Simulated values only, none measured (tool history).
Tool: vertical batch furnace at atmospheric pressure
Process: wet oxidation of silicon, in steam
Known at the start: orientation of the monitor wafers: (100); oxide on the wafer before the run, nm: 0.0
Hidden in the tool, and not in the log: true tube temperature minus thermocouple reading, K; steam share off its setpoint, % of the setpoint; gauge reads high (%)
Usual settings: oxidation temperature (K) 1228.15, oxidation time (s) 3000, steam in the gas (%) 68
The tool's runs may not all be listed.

run   hour  oxidation temperature (K)  oxidation time (s)  steam in the gas (%)  wafers since the last listed run  hours since the last temperature calibration  hours since the steam generator was serviced  hours since the gauge calibration  read-back reference wafer on the same gauge, thickness  oxide thickness on the monitor wafer (Å)
  1    0.0                    1238.15                3000                    68                                 0                                        3986.6                                        1794.4                              584.1                                                  184.97                                    2127.2
  2   49.8                    1238.15                3000                    68                              1035                                        4036.4                                        1844.2                              633.9                                                  185.08                                    2136.3
  3  100.9                    1210.15                3000                    64                              1062                                        4087.5                                        1895.3                              685.0                                                  185.21                                    1495.4
  4  148.7                    1210.15                3000                    64                               993                                        4135.3                                        1943.1                              732.8                                                  185.04                                    1496.5
  5  208.5                    1228.15                3000                    68                              1243                                        4195.1                                        2002.9                              792.6                                                  184.94                                    1937.7
  6  269.0                    1228.15                3000                    68                              1257                                        4255.6                                        2063.4                              853.1                                                  185.02                                    1922.0
  7  333.5                    1228.15                3570                    68                              1341                                        4320.1                                        2127.9                              917.6                                                  184.93                                    2232.5
  8  367.8                    1228.15                3570                    68                               713                                        4354.4                                        2162.2                              951.9                                                  185.06                                    2220.6
  9  408.7                    1228.15                3570                    68                               850                                        4395.3                                        2203.1                              992.8                                                  184.91                                    2225.0
 10  448.8                    1228.15                3000                    68                               833                                        4435.4                                        2243.2                             1032.9                                                  184.99                                    1937.9
 11  519.3                    1245.15                3000                    68                              1465                                        4505.9                                        2313.7                             1103.4                                                  185.12                                    2289.1
     569.6  -- thermocouples replaced and temperature profile calibrated
 12  570.1                    1245.15                3000                    68                               557                                           0.5                                        2364.5                             1154.2                                                  185.13                                    2199.5
 13  577.4                    1245.15                3000                    68                               151                                           7.8                                        2371.8                             1161.5                                                  185.03                                    2207.7
 14  616.0                    1233.15                3000                    68                               802                                          46.4                                        2410.4                             1200.1                                                  185.09                                    1947.4
 15  676.8                    1233.15                3000                    68                              1264                                         107.2                                        2471.2                             1260.9                                                  184.94                                    1932.9
 16  719.7                    1228.15                3570                    68                               892                                         150.1                                        2514.1                             1303.8                                                  184.83                                    2136.0
 17  754.0                    1228.15                2340                    63                               713                                         184.4                                        2548.4                             1338.1                                                  184.74                                    1404.4
 18  814.1                    1228.15                2010                    68                              1249                                         244.5                                        2608.5                             1398.2                                                  185.20                                    1310.0

The next listed run, before its measurement:
 19  874.3                    1228.15                3000                    68                              1251                                         304.7                                        2668.7                             1458.4                                                       ?                                         ?

{"run 19": {"read-back reference wafer on the same gauge, thickness": 185.1, "oxide thickness on the monitor wafer (Å)": 1833.6}}
Without the tool's hidden state the same run would have given oxide thickness on the monitor wafer (Å) 1822.4.
